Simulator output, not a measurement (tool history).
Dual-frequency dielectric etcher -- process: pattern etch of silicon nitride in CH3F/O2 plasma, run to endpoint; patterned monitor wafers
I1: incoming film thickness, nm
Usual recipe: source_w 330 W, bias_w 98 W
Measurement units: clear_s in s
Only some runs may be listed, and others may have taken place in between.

{"run": 1, "hour": 0.0, "source_w": 330, "bias_w": 113, "I1": 102.5, "clear_s": 113.2}
{"run": 2, "hour": 17.9, "source_w": 330, "bias_w": 113, "I1": 103.2, "clear_s": 113.9}
{"run": 3, "hour": 24.0, "source_w": 330, "bias_w": 113, "I1": 101.1, "clear_s": 112.0}
{"run": 4, "hour": 30.2, "source_w": 330, "bias_w": 98, "I1": 102.7, "clear_s": 117.9}
{"run": 5, "hour": 74.7, "source_w": 330, "bias_w": 98, "I1": 101.5, "clear_s": 117.7}
{"run": 6, "hour": 84.3, "source_w": 330, "bias_w": 98, "I1": 102.4, "clear_s": 118.7}
{"run": 7, "hour": 96.7, "source_w": 330, "bias_w": 98, "I1": 103.0, "clear_s": 118.8}
{"hour": 120.9, "done": "source power generator calibrated"}
{"hour": 122.5, "done": "wet clean of the chamber"}
{"hour": 134.3, "done": "bias power generator calibrated"}
{"hour": 138.5, "done": "upper electrode replaced"}
{"run": 8, "hour": 139.0, "source_w": 330, "bias_w": 98, "I1": 102.1, "clear_s": 113.9}
{"run": 9, "hour": 139.3, "source_w": 330, "bias_w": 98, "I1": 102.1, "clear_s": 114.0}
{"run": 10, "hour": 139.7, "source_w": 330, "bias_w": 86, "I1": 102.9, "clear_s": 119.3}
{"run": 11, "hour": 141.7, "source_w": 250, "bias_w": 98, "I1": 101.1, "clear_s": 128.7}
{"run": 12, "hour": 159.5, "source_w": 250, "bias_w": 117, "I1": 102.0, "clear_s": 123.9}
{"run": 13, "hour": 172.1, "source_w": 330, "bias_w": 86, "I1": 101.9, "clear_s": 118.6}
{"run": 14, "hour": 189.3, "source_w": 300, "bias_w": 120, "I1": 101.8, "clear_s": 112.8}
{"run": 15, "hour": 201.7, "source_w": 330, "bias_w": 80, "I1": 103.1, "clear_s": 122.6}
{"run": 16, "hour": 217.3, "source_w": 330, "bias_w": 98, "I1": 102.9, "clear_s": 115.6}
{"run": 17, "hour": 227.2, "source_w": 330, "bias_w": 98, "I1": 102.7, "clear_s": 116.0}
{"run": 18, "hour": 238.4, "source_w": 370, "bias_w": 98, "I1": 101.8, "clear_s": 109.3}

Branching from run 18: 3 alternative next runs. What would each branch give?
{"run": "A", "hour": 238.9, "source_w": 330, "bias_w": 75, "I1": 101.9, "clear_s": "?"}
{"run": "B", "hour": 238.9, "source_w": 330, "bias_w": 108, "I1": 101.9, "clear_s": "?"}
{"run": "C", "hour": 238.9, "source_w": 250, "bias_w": 114, "I1": 101.9, "clear_s": "?"}

run=A clear_s=123.1
run=B clear_s=111.9
run=C clear_s=125.0
Take away the tool's hidden state, keep each run's random variation, and the runs would have read:
run=A clear_s=121.9
run=B clear_s=110.7
run=C clear_s=123.7
